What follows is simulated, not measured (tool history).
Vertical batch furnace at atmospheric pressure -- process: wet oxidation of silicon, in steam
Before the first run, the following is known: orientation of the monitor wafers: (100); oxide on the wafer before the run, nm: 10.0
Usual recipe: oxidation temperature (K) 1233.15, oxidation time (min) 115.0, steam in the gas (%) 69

run	day	oxidation temperature (K)	oxidation time (min)	steam in the gas (%)	wafers since the last listed run	hours since the last temperature calibration	hours since the steam generator was serviced	hours since the gauge calibration	read-back reference wafer on the same gauge, thickness	oxide thickness on the monitor wafer (nm)
1	0.000	1246.15	154.0	69	0	1338.0	1078.2	181.9	402.71	574.03
2	2.242	1246.15	154.0	69	519	1391.8	1132.0	235.7	403.04	572.02
3	5.229	1218.15	115.0	69	691	1463.5	1203.7	307.4	403.06	370.34
4	13.288	1218.15	115.0	69	1865	1656.9	1397.1	500.8	402.83	371.12
5	15.583	1233.15	115.0	69	531	1712.0	1452.2	555.9	402.61	422.26
6	17.612	1233.15	115.0	69	469	1760.7	1500.9	604.6	402.92	424.55
7	20.096	1233.15	115.0	69	574	1820.3	1560.5	664.2	402.83	424.02
# day 20.521: gauge calibrated
# day 22.242: steam generator serviced
8	22.262	1233.15	83.0	69	270	1872.3	0.5	41.8	403.00	332.94
9	23.767	1233.15	83.0	69	348	1908.4	36.6	77.9	402.95	333.03
10	25.946	1233.15	83.0	69	504	1960.7	88.9	130.2	402.86	333.76
11	28.508	1233.15	115.0	69	593	2022.2	150.4	191.7	402.81	422.22
12	30.908	1233.15	115.0	69	555	2079.8	208.0	249.3	403.38	423.55
13	33.871	1258.15	140.0	69	685	2150.9	279.1	320.4	403.14	584.24
# day 36.929: thermocouples replaced and temperature profile calibrated
14	36.950	1233.15	160.5	63	481	0.5	353.0	394.3	402.92	511.84
15	38.338	1233.15	115.0	69	321	33.8	386.3	427.6	402.92	433.27
16	40.875	1257.15	115.0	60	587	94.7	447.2	488.5	402.63	470.36
17	42.204	1243.15	115.0	77	307	126.6	479.1	520.4	402.63	507.55
# day 43.729: thermocouples replaced and temperature profile calibrated, repeated, since the last time left the tool worse
18	44.462	1208.15	168.5	64	291	17.6	533.3	574.6	403.11	419.51
19	45.675	1233.15	84.5	79	280	46.7	562.4	603.7	402.95	365.35
# day 47.867: gauge calibrated
20	47.971	1219.15	78.0	61	531	101.8	617.5	2.5	402.81	249.12
21	50.229	1233.15	115.0	69	522	156.0	671.7	56.7	403.04	415.99
22	53.096	1251.15	74.5	78	663	224.8	740.5	125.5	403.44	384.19

What if the next run were any one of these 3? Each begins from the tool's condition after run 22:
A	53.367	1233.15	115.0	69	62	231.3	747.0	132.0	?	?
B	53.367	1233.15	115.0	78	62	231.3	747.0	132.0	?	?
C	53.367	1233.15	144.5	69	62	231.3	747.0	132.0	?	?

run	read-back reference wafer on the same gauge, thickness	oxide thickness on the monitor wafer (nm)
A	403.04	415.62
B	403.04	453.83
C	403.04	489.14
With no hidden state in the tool, these same runs would have given:
run	oxide thickness on the monitor wafer (nm)
A	411.34
B	449.29
C	484.37

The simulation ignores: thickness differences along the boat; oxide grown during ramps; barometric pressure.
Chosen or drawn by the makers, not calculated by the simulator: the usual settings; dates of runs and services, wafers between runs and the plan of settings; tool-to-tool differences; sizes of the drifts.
